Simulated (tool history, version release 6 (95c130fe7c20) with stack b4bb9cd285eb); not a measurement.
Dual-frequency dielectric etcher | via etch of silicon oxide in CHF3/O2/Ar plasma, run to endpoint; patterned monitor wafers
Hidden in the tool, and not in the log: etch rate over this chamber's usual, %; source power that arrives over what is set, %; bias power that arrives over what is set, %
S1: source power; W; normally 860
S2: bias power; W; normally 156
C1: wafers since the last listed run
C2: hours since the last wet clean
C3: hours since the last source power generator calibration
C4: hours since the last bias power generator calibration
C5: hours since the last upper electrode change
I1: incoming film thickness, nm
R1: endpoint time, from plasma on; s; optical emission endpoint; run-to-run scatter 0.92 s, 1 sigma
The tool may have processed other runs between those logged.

run	hour	S1	S2	C1	C2	C3	C4	C5	I1	R1
1	0.0	780	166	0	349.4	3859.8	2838.9	2262.0	451.9	221.6
# hour 64.0: wet clean of the chamber
2	65.4	780	166	278	1.4	3925.2	2904.3	2327.4	450.6	212.0
3	131.6	780	166	445	67.6	3991.4	2970.5	2393.6	453.3	213.1
4	186.4	1010	142	368	122.4	4046.2	3025.3	2448.4	455.0	197.1
5	255.6	1010	142	465	191.6	4115.4	3094.5	2517.6	451.8	198.3
6	286.9	1010	142	210	222.9	4146.7	3125.8	2548.9	456.7	201.0
7	323.8	860	156	248	259.8	4183.6	3162.7	2585.8	457.6	213.8
8	389.4	860	156	441	325.4	4249.2	3228.3	2651.4	453.6	213.4
# hour 440.3: wet clean of the chamber
9	440.8	860	156	184	0.5	4300.6	3279.7	2702.8	458.4	194.7
10	454.7	860	156	93	14.4	4314.5	3293.6	2716.7	451.6	191.5
# hour 502.1: upper electrode replaced
11	502.6	860	146	160	62.3	4362.4	3341.5	0.5	457.2	199.8
12	563.0	860	146	406	122.7	4422.8	3401.9	60.9	449.9	198.0
# hour 657.6: wet clean of the chamber, repeated, since the last time left the tool worse
13	658.1	860	145	478	0.5	4517.9	3497.0	156.0	455.8	212.1
14	702.6	860	145	299	45.0	4562.4	3541.5	200.5	447.9	209.4
15	759.4	860	156	382	101.8	4619.2	3598.3	257.3	453.0	207.0
16	812.3	860	131	355	154.7	4672.1	3651.2	310.2	455.3	226.5
17	836.5	940	188	162	178.9	4696.3	3675.4	334.4	458.1	184.6
18	868.3	940	156	213	210.7	4728.1	3707.2	366.2	456.2	199.9
19	925.7	670	176	386	268.1	4785.5	3764.6	423.6	452.2	238.4
20	954.9	780	166	196	297.3	4814.7	3793.8	452.8	450.0	217.7
21	1025.4	700	171	474	367.8	4885.2	3864.3	523.3	450.3	233.2
# hour 1030.7: bias power generator calibrated
22	1052.3	860	185	154	394.7	4912.1	21.6	550.2	454.8	201.2
# hour 1104.8: source power generator calibrated
# hour 1137.3: wet clean of the chamber
23	1137.8	740	156	386	0.5	33.0	107.1	635.7	455.8	228.4
24	1153.2	970	174	103	15.9	48.4	122.5	651.1	459.6	186.6
25	1215.9	960	171	421	78.6	111.1	185.2	713.8	451.9	187.5
26	1257.2	980	121	277	119.9	152.4	226.5	755.1	455.1	217.1
27	1321.0	700	129	429	183.7	216.2	290.3	818.9	455.6	265.0
28	1359.3	860	179	257	222.0	254.5	328.6	857.2	454.8	200.2
29	1429.1	860	156	469	291.8	324.3	398.4	927.0	450.2	213.0

Each row is a separate what-if for the run after 29, all from the same tool condition, not one after another. Results?
A	1429.6	860	194	3	292.3	324.8	398.9	927.5	457.3	?
B	1429.6	800	170	3	292.3	324.8	398.9	927.5	457.3	?
C	1429.6	690	172	3	292.3	324.8	398.9	927.5	457.3	?
D	1429.6	860	170	3	292.3	324.8	398.9	927.5	457.3	?
E	1429.6	660	182	3	292.3	324.8	398.9	927.5	457.3	?

run	R1
A	198.6
B	220.1
C	242.1
D	210.3
E	243.8
With no hidden state in the tool, these same runs would have given:
run	R1
A	190.4
B	211.0
C	232.1
D	201.6
E	233.8
